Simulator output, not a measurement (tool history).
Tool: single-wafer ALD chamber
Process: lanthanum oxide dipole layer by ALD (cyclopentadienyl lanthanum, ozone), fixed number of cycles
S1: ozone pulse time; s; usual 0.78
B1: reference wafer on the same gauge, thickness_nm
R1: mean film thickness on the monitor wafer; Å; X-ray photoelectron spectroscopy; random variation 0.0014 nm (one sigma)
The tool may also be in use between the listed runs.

run	hour	S1	B1	R1
1	0.0	0.78	0.421	4.48
2	50.6	1.01	0.421	5.16
3	89.4	1.01	0.421	5.16
4	157.1	1.01	0.421	5.14
5	222.6	0.78	0.421	4.51
6	251.5	0.78	0.421	4.47
7	309.6	0.78	0.421	4.45
8	381.3	0.70	0.420	4.08
9	437.2	0.70	0.421	4.09
# hour 455.6: gauge calibrated
10	496.8	0.70	0.421	4.07
11	546.6	0.56	0.421	3.17
12	606.1	0.78	0.422	4.42
13	649.6	0.78	0.420	4.40
14	708.8	0.78	0.421	4.36
# hour 757.4: thermocouple changed; heater temperature recalibrated
15	776.3	0.78	0.421	4.35
# hour 836.1: ozone generator serviced
16	839.0	0.89	0.421	4.95
# hour 859.1: showerhead replaced
17	871.7	0.86	0.421	4.83
18	913.0	0.57	0.421	3.41
19	974.8	0.78	0.420	4.59
20	1043.3	0.95	0.421	5.09
21	1104.1	0.78	0.421	4.57
22	1147.9	0.65	0.420	3.95
23	1201.3	0.53	0.422	3.10
24	1270.4	0.91	0.421	4.98
25	1301.4	0.78	0.421	4.58
26	1336.6	0.63	0.421	3.81
27	1378.3	0.67	0.421	4.04
28	1448.2	1.06	0.421	5.27
# hour 1458.7: gauge calibrated
29	1499.7	1.07	0.421	5.32
30	1530.2	0.88	0.421	4.89
31	1599.5	0.98	0.421	5.12
32	1661.2	0.55	0.421	3.23
33	1718.5	1.04	0.421	5.26
34	1769.7	0.69	0.421	4.11
35	1799.9	0.86	0.420	4.80

Some steps in R1 between neighbouring runs. How much of each would the tool show without its hidden state too (settings, what came in, random variation), and how much is left for the hidden state, with any gauge scatter that isn't in both results?
The hidden state here: wafer temperature above the value expected at the setpoint (K); ozone dose above that of a generator just serviced (%); gauge reads high (%).
Run 4 -> 5: S1 1.01 -> 0.78. R1 -0.63 Å: hidden state -0.04, all else -0.59.
Run 15 -> 16: S1 0.78 -> 0.89, ozone generator serviced. R1 +0.60 Å: hidden state +0.21, all else +0.39.
Run 23 -> 24: S1 0.53 -> 0.91. R1 +1.88 Å: hidden state -0.01, all else +1.89.
Run 31 -> 32: S1 0.98 -> 0.55. R1 -1.89 Å: hidden state -0.02, all else -1.87.
Run 32 -> 33: S1 0.55 -> 1.04. R1 +2.03 Å: hidden state +0.02, all else +2.01.
Run 33 -> 34: S1 1.04 -> 0.69. R1 -1.15 Å: hidden state -0.03, all else -1.12.

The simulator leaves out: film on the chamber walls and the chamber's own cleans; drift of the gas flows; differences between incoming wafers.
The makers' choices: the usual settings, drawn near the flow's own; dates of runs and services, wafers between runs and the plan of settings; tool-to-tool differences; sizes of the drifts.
